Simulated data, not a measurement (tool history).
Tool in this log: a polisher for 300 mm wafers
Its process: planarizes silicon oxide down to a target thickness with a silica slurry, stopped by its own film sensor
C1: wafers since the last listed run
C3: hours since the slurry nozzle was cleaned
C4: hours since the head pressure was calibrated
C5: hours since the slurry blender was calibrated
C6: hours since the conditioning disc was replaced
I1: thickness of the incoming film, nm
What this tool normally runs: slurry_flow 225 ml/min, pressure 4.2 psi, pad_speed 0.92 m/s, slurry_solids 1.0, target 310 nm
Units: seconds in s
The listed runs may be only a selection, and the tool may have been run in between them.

Run 1, hour 0.0: usual settings; C1 0; wafers polished on this pad 1824; C3 310.2; C4 1105.2; C5 121.1; C6 190.9; I1 566.7. Result: seconds 98.6 s.
Run 2, hour 69.9: usual settings; C1 415; wafers polished on this pad 2239; C3 380.1; C4 1175.1; C5 191.0; C6 260.8; I1 554.0. Result: seconds 93.3 s.
At hour 115.5: worn pad replaced by a new one.
At hour 152.2: head pressure recalibrated.
Run 3, hour 152.7: usual settings but pressure 4.7 psi; C1 456; wafers polished on this pad 209; C3 462.9; C4 0.5; C5 273.8; C6 343.6; I1 548.5. Result: seconds 85.5 s.
At hour 209.7: conditioning disc replaced and pad reconditioned.
Run 4, hour 210.9: usual settings; C1 334; wafers polished on this pad 543; C3 521.1; C4 58.7; C5 332.0; C6 1.2; I1 553.0. Result: seconds 96.7 s.
At hour 300.1: slurry blender recalibrated.
Run 5, hour 301.9: usual settings; C1 529; wafers polished on this pad 1072; C3 612.1; C4 149.7; C5 1.8; C6 92.2; I1 559.1. Result: seconds 87.0 s.
Run 6, hour 365.3: usual settings; C1 376; wafers polished on this pad 1449; C3 675.5; C4 213.1; C5 65.2; C6 155.6; I1 561.6. Result: seconds 92.5 s.
Run 7, hour 402.9: usual settings but slurry_solids 1.1; C1 223; wafers polished on this pad 1672; C3 713.1; C4 250.7; C5 102.8; C6 193.2; I1 559.6. Result: seconds 90.1 s.
At hour 418.5: slurry nozzle cleaned.
Run 8, hour 471.0: usual settings but slurry_solids 1.1; C1 398; wafers polished on this pad 2071; C3 52.5; C4 318.8; C5 170.9; C6 261.3; I1 560.9. Result: seconds 93.0 s.
Run 9, hour 523.0: usual settings but slurry_solids 1.1; C1 309; wafers polished on this pad 2381; C3 104.5; C4 370.8; C5 222.9; C6 313.3; I1 554.9. Result: seconds 89.9 s.
At hour 555.5: worn pad replaced by a new one.
Run 10, hour 585.5: usual settings; C1 347; wafers polished on this pad 178; C3 167.0; C4 433.3; C5 285.4; C6 375.8; I1 564.7. Result: seconds 100.3 s.
At hour 609.8: conditioning disc replaced and pad reconditioned.
Run 11, hour 687.9: usual settings; C1 596; wafers polished on this pad 775; C3 269.4; C4 535.7; C5 387.8; C6 78.1; I1 555.1. Result: seconds 98.0 s.
Run 12, hour 748.5: usual settings; C1 360; wafers polished on this pad 1135; C3 330.0; C4 596.3; C5 448.4; C6 138.7; I1 558.1. Result: seconds 98.6 s.
At hour 796.2: slurry blender recalibrated.
Run 13, hour 843.0: usual settings but pad_speed 1.10 m/s, target 342 nm; C1 549; wafers polished on this pad 1685; C3 424.5; C4 690.8; C5 46.8; C6 233.2; I1 551.1. Result: seconds 66.6 s.
Run 14, hour 923.3: usual settings; C1 477; wafers polished on this pad 2162; C3 504.8; C4 771.1; C5 127.1; C6 313.5; I1 551.8. Result: seconds 91.0 s.
At hour 989.8: conditioning disc replaced and pad reconditioned.
Run 15, hour 1003.0: usual settings; C1 461; wafers polished on this pad 2624; C3 584.5; C4 850.8; C5 206.8; C6 13.2; I1 560.9. Result: seconds 98.0 s.
At hour 1025.1: slurry nozzle cleaned.
At hour 1027.9: worn pad replaced by a new one.
Run 16, hour 1110.9: usual settings but pad_speed 0.70 m/s, target 354 nm; C1 618; wafers polished on this pad 493; C3 85.8; C4 958.7; C5 314.7; C6 121.1; I1 559.0. Result: seconds 99.1 s.

The next listed run, before its measurement:
Run 17, hour 1193.0: usual settings but slurry_flow 255 ml/min, slurry_solids 1.3; C1 488; wafers polished on this pad 981; C3 167.9; C4 1040.8; C5 396.8; C6 203.2; I1 562.9. Result: seconds ?.

{"run 17": {"seconds": 90.0}}
With no hidden state in the tool, this same run would have given seconds 79.5 s.
